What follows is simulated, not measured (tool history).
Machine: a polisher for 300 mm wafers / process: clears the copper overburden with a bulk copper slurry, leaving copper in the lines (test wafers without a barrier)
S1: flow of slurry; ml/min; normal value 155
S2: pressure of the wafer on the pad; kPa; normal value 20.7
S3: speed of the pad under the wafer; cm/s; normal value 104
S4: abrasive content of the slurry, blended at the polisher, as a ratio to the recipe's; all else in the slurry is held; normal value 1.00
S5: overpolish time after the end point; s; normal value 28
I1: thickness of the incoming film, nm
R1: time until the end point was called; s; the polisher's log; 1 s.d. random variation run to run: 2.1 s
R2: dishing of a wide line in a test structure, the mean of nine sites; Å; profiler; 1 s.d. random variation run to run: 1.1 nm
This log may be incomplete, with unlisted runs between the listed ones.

run,hour,S1,S2,S3,S4,S5,I1,R1,R2
1,0.0,155,20.7,104,1.25,28,1209.5,159.2,750
# hour 4.1: worn pad replaced by a new one
# hour 5.9: slurry blender recalibrated
2,13.8,155,20.7,104,1.25,28,1215.2,147.3,763
3,20.6,155,20.7,104,1.25,28,1213.1,147.9,779
4,27.5,155,20.7,104,1.00,28,1217.0,156.7,738
5,45.3,155,20.7,104,1.00,28,1224.6,157.5,743
6,51.4,155,20.7,104,1.00,28,1202.7,158.9,721
7,65.4,155,20.7,104,1.00,28,1189.3,153.0,730
8,73.0,155,17.2,104,1.00,28,1191.9,193.9,644
9,85.4,155,17.2,104,1.00,28,1197.0,190.7,634
10,110.4,155,17.2,104,1.00,28,1203.2,200.5,651
# hour 112.5: head pressure recalibrated
# hour 121.0: slurry nozzle cleaned
11,125.2,155,22.8,104,1.00,28,1227.0,141.7,778
12,131.7,155,22.8,104,1.00,28,1217.4,141.8,789
13,144.0,155,20.7,104,1.00,28,1190.6,158.3,725
# hour 152.5: slurry blender recalibrated
# hour 157.0: worn pad replaced by a new one
14,158.6,190,26.2,72,1.00,41,1232.5,158.0,890
15,169.0,155,20.7,140,1.10,28,1217.7,105.4,857
16,180.6,200,20.7,104,1.00,14,1212.7,142.0,523
17,198.3,185,20.7,104,1.00,28,1185.6,149.8,746
18,214.8,200,20.7,104,0.85,28,1201.6,152.9,742
19,232.6,205,17.9,104,1.00,22,1213.2,172.5,615
20,245.9,200,20.7,104,1.00,14,1210.4,154.6,506
21,258.1,155,25.5,138,1.10,19,1230.7,95.8,784
22,272.9,200,20.7,104,1.00,14,1209.7,155.8,492
23,280.9,155,20.7,128,0.80,28,1221.5,138.8,785
24,287.1,155,20.7,120,1.00,17,1229.2,144.1,601

Below are 5 alternative next runs, each starting from the tool's condition after run 24. Predict each:
A,287.6,155,20.7,104,1.00,28,1218.6,?,?
B,287.6,195,20.7,104,1.00,28,1218.6,?,?
C,287.6,155,20.7,104,1.00,22,1218.6,?,?
D,287.6,155,20.7,104,1.00,14,1218.6,?,?
E,287.6,155,20.7,104,0.85,22,1218.6,?,?

run,R1,R2
A,161.7,736
B,155.3,749
C,161.7,652
D,161.7,492
E,167.5,639
The same runs, with their run-to-run variation unchanged, on a tool lacking any hidden condition would have given:
run,R1,R2
A,137.2,789
B,133.1,799
C,137.2,710
D,137.2,549
E,142.1,697
